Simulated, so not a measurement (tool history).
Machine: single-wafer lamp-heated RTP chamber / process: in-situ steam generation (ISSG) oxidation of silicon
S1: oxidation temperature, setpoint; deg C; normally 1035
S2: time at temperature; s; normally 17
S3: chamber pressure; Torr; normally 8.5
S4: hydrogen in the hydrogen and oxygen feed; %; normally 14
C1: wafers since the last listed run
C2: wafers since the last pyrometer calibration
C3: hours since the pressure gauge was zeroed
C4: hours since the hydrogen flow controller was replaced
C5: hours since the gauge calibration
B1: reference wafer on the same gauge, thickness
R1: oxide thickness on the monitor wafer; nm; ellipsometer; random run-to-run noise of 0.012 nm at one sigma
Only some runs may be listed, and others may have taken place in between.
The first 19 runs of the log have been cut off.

run   hour    S1  S2   S3  S4    C1    C2     C3     C4     C5     B1     R1
 20    567  1035  10  8.5  11   259  5309    231  205.3  235.2  5.838  4.053
     598.2  -- pyrometer window cleaned and pyrometer calibrated
 21  598.7  1044  19  8.5  11   280     5  262.7    237  266.9  5.838  5.807
 22  608.9  1044  19  8.5  11   120   126  272.9  247.2  277.1  5.841  5.787
 23  631.4  1035  17  8.5  11   266   393  295.4  269.7  299.6  5.843  5.239
 24  711.1  1035  17  7.7  11   944  1337  375.1  349.4  379.3  5.841  5.255
 25  809.5  1035  17  8.5  14  1166  2503  473.5  447.8  477.7  5.839  5.595
 26  834.7  1035  22  7.3  18   298  2802  498.7    473  502.9  5.843  6.689
 27  854.4  1035  17    9  14   233  3035  518.4  492.7  522.6  5.839   5.54
 28  882.3  1054  17  7.4  14   330  3366  546.3  520.6  550.5  5.842  6.144

Estimate the outcome of run 29 from the log above:
 29   913  1035  17  8.5  14  363  3730  577  551.3  581.2   ?   ?

Run 29 produced B1 5.837, R1 5.564 nm.
Without the tool's hidden state the same run would have given R1 5.506 nm.
